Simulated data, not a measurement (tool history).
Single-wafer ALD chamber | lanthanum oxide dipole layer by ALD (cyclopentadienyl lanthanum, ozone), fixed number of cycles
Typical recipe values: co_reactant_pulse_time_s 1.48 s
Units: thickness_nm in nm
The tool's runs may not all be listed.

run,hour,co_reactant_pulse_time_s,wafers since the last listed run,hours since the last thermocouple change,hours since the last ozone generator service,hours since the showerhead was replaced,hours since the gauge calibration,"read-back reference wafer on the same gauge, thickness_nm",thickness_nm
1,0,1.65,0,629.1,115.3,2280,871.8,0.564,0.591
2,17,1.65,190,646.1,132.3,2297,888.8,0.564,0.59
3,39.1,1.65,248,668.2,154.4,2319.1,910.9,0.565,0.59
4,74.7,1.1,399,703.8,190,2354.7,946.5,0.564,0.559
5,89.3,1.94,164,718.4,204.6,2369.3,961.1,0.566,0.601
6,171.2,1.17,920,800.3,286.5,2451.2,1043,0.563,0.564
7,185.1,1.17,156,814.2,300.4,2465.1,1056.9,0.564,0.562
8,221,1.24,403,850.1,336.3,2501,1092.8,0.563,0.567
9,248,1.48,303,877.1,363.3,2528,1119.8,0.564,0.58
10,263.7,1.48,176,892.8,379,2543.7,1135.5,0.564,0.579
11,286.4,1.48,255,915.5,401.7,2566.4,1158.2,0.565,0.58
# hour 325.5: gauge calibrated
12,375.8,1.83,1004,1004.9,491.1,2655.8,50.3,0.563,0.593
13,405.2,1.83,330,1034.3,520.5,2685.2,79.7,0.564,0.591
14,431.1,1.48,290,1060.2,546.4,2711.1,105.6,0.564,0.574
# hour 454.4: ozone generator serviced
15,454.9,1.97,177,1084,0.5,2734.9,129.4,0.564,0.599
16,461.6,1.97,75,1090.7,7.2,2741.6,136.1,0.565,0.599
17,482,1.88,229,1111.1,27.6,2762,156.5,0.564,0.603
18,510.4,1.48,319,1139.5,56,2790.4,184.9,0.563,0.584
19,535.2,0.92,278,1164.3,80.8,2815.2,209.7,0.564,0.544
# hour 562.8: thermocouple changed; heater temperature recalibrated
20,596.9,1.74,603,34.1,142.5,2876.9,271.4,0.564,0.596
21,615.7,1.84,211,52.9,161.3,2895.7,290.2,0.563,0.601
22,647.7,1.48,359,84.9,193.3,2927.7,322.2,0.564,0.585
23,663.4,1.48,176,100.6,209,2943.4,337.9,0.565,0.581
# hour 699.6: showerhead replaced
24,700.1,1.15,322,137.3,245.7,0.5,374.6,0.565,0.562
25,722,1.22,246,159.2,267.6,22.4,396.5,0.564,0.564
26,748.4,1.48,296,185.6,294,48.8,422.9,0.563,0.583
27,811.2,1.86,705,248.4,356.8,111.6,485.7,0.564,0.595
28,836,1.93,278,273.2,381.6,136.4,510.5,0.564,0.596
29,866.9,1.48,347,304.1,412.5,167.3,541.4,0.565,0.579
30,886.7,0.99,222,323.9,432.3,187.1,561.2,0.564,0.541
31,913.8,1.7,304,351,459.4,214.2,588.3,0.565,0.586
32,943.6,1.31,334,380.8,489.2,244,618.1,0.564,0.561
# hour 1023.8: ozone generator serviced
33,1025.6,1.48,831,462.8,1.8,326,700.1,0.564,0.582
34,1051.5,1.33,290,488.7,27.7,351.9,726,0.563,0.57

Consider 4 possible next runs. They are alternatives, not a sequence: every one starts from the tool as it was left by run 34. What does each give?
A,1051.9,1.48,4,489.1,28.1,352.3,726.4,?,?
B,1051.9,1.03,4,489.1,28.1,352.3,726.4,?,?
C,1051.9,1.05,4,489.1,28.1,352.3,726.4,?,?
D,1051.9,1.98,4,489.1,28.1,352.3,726.4,?,?

run,"read-back reference wafer on the same gauge, thickness_nm",thickness_nm
A,0.564,0.583
B,0.564,0.55
C,0.564,0.552
D,0.564,0.601
With no hidden state in the tool, these same runs would have given:
run,thickness_nm
A,0.585
B,0.554
C,0.556
D,0.602
